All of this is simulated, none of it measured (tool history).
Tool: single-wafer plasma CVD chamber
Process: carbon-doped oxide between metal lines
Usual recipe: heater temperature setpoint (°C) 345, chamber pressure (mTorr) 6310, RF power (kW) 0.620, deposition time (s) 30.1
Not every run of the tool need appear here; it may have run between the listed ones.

run    hour  heater temperature setpoint (°C)  chamber pressure (mTorr)  RF power (kW)  deposition time (s)  wafers since the last listed run  hours since the last thermocouple change  hours since the last RF generator calibration  hours since the last manometer calibration  hours since the showerhead was replaced  hours since the gauge calibration  read-back reference wafer on the same gauge, thickness_nm  mean film thickness on the monitor wafer (nm)
  1     0.0                               345                      6310          0.620                 32.8                                 0                                    2582.8                                           30.0                                       228.3                                   5659.3                             2093.8                                                    162.822                                        193.106
  2    57.9                               345                      6310          0.620                 30.1                              1321                                    2640.7                                           87.9                                       286.2                                   5717.2                             2151.7                                                    162.897                                        180.593
  3   199.5                               334                      5150          0.620                 30.1                              3230                                    2782.3                                          229.5                                       427.8                                   5858.8                             2293.3                                                    162.957                                        180.120
  4   225.5                               345                      6310          0.620                 30.1                               593                                    2808.3                                          255.5                                       453.8                                   5884.8                             2319.3                                                    163.226                                        178.905
  5   292.3                               345                      6310          0.620                 25.1                              1524                                    2875.1                                          322.3                                       520.6                                   5951.6                             2386.1                                                    162.989                                        149.478
  6   343.8                               345                      6310          0.620                 30.1                              1175                                    2926.6                                          373.8                                       572.1                                   6003.1                             2437.6                                                    162.975                                        179.564
  7   406.8                               345                      6310          0.580                 30.1                              1437                                    2989.6                                          436.8                                       635.1                                   6066.1                             2500.6                                                    163.139                                        175.835
      442.8  -- gauge calibrated
      446.9  -- thermocouple changed; heater temperature recalibrated
  8   553.9                               345                      6310          0.620                 30.1                              3173                                     107.0                                          583.9                                       782.2                                   6213.2                              111.1                                                    162.920                                        177.307
      588.0  -- showerhead replaced
  9   625.2                               345                      6310          0.620                 30.1                              1444                                     178.3                                          655.2                                       853.5                                     37.2                              182.4                                                    163.146                                        177.518
 10   689.7                               345                      5710          0.680                 31.6                              1471                                     242.8                                          719.7                                       918.0                                    101.7                              246.9                                                    163.177                                        189.678
 11   753.3                               345                      5120          0.620                 30.1                              1451                                     306.4                                          783.3                                       981.6                                    165.3                              310.5                                                    162.804                                        171.276
 12   807.6                               345                      6940          0.620                 30.1                              1238                                     360.7                                          837.6                                      1035.9                                    219.6                              364.8                                                    162.818                                        179.330
 13   854.1                               345                      6310          0.620                 30.1                              1060                                     407.2                                          884.1                                      1082.4                                    266.1                              411.3                                                    163.081                                        176.366
      904.6  -- thermocouple changed; heater temperature recalibrated, repeated, since the last time left the tool worse
 14   908.9                               345                      6310          0.620                 30.1                              1067                                       4.3                                          938.9                                      1137.2                                    320.9                              466.1                                                    163.186                                        179.944
 15   968.6                               352                      7090          0.620                 30.1                              1362                                      64.0                                          998.6                                      1196.9                                    380.6                              525.8                                                    162.969                                        180.041
 16   999.4                               345                      6310          0.570                 27.0                               702                                      94.8                                         1029.4                                      1227.7                                    411.4                              556.6                                                    163.000                                        157.281
 17  1036.0                               345                      6310          0.680                 30.1                               835                                     131.4                                         1066.0                                      1264.3                                    448.0                              593.2                                                    163.036                                        186.916
 18  1083.7                               332                      6310          0.620                 32.3                              1088                                     179.1                                         1113.7                                      1312.0                                    495.7                              640.9                                                    162.855                                        202.521
 19  1151.6                               345                      7030          0.620                 30.1                              1549                                     247.0                                         1181.6                                      1379.9                                    563.6                              708.8                                                    162.785                                        180.522
 20  1176.4                               353                      5050          0.545                 25.3                               565                                     271.8                                         1206.4                                      1404.7                                    588.4                              733.6                                                    162.700                                        136.671
 21  1204.4                               356                      7530          0.590                 27.6                               638                                     299.8                                         1234.4                                      1432.7                                    616.4                              761.6                                                    162.968                                        161.399

Forecast run 22:
     1243.8  -- capacitance manometer re-zeroed and calibrated
 22  1270.1                               345                      6310          0.620                 30.1                              1316                                     365.5                                         1300.1                                        26.3                                    682.1                              827.3                                                          ?                                              ?

read-back reference wafer on the same gauge, thickness_nm: 162.676
mean film thickness on the monitor wafer (nm): 181.026
Had the tool carried no hidden state, the very same run would have given mean film thickness on the monitor wafer (nm) 181.630.
